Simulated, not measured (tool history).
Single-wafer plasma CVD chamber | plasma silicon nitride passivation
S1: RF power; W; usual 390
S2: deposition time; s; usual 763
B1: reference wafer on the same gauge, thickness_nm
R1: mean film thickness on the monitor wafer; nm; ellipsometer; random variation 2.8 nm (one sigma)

run,hour,S1,S2,B1,R1
1,0,390,704,870.624,971.444
2,45.2,390,763,869.808,1050.967
3,87.6,390,763,870.29,1047.664
4,124.1,390,763,868.975,1045.782
5,185.9,390,763,869.822,1048.289
6,332.1,390,763,869.71,1043.56
7,370.1,390,763,869.679,1043.226
8,407.4,390,763,870.67,1047.979
9,497.3,390,763,869.898,1044.431
10,547.8,390,731,869.834,998.696
11,640.6,345,763,869.762,1004.181
12,732.4,345,763,870.544,1004.886
# hour 759.9: showerhead replaced
# hour 785.5: gauge calibrated
13,814,345,763,869.719,1003.562
14,875.2,390,763,870.052,1043.657
15,950.1,390,763,870.379,1040.337
16,1044.4,390,859,870.882,1171.822
17,1119.9,390,763,869.255,1043.74
# hour 1131.4: RF generator calibrated
18,1214.7,340,619,870.165,833.209
19,1318.1,390,763,870.368,1072.793
20,1409.5,420,666,870.488,948.066
21,1478.3,345,842,870.415,1129.124
22,1577.2,425,614,870.107,879.55
23,1620.4,420,647,870.553,919.676
# hour 1657.1: gauge calibrated
24,1719.2,390,763,869.4,1059.623
25,1814.3,420,895,869.611,1272.534
26,1866.1,445,859,869.444,1238.721

4 ways to go on from here, each from the tool as it stands after run 26. What would each give?
A,1866.7,390,763,?,?
B,1866.7,390,884,?,?
C,1866.7,320,901,?,?
D,1866.7,430,819,?,?

run,B1,R1
A,870.183,1052.484
B,870.183,1219.391
C,870.183,1166.86
D,870.183,1165.144
Without the tool's hidden state the same runs would have given:
run,R1
A,1072.301
B,1242.351
C,1188.831
D,1187.083

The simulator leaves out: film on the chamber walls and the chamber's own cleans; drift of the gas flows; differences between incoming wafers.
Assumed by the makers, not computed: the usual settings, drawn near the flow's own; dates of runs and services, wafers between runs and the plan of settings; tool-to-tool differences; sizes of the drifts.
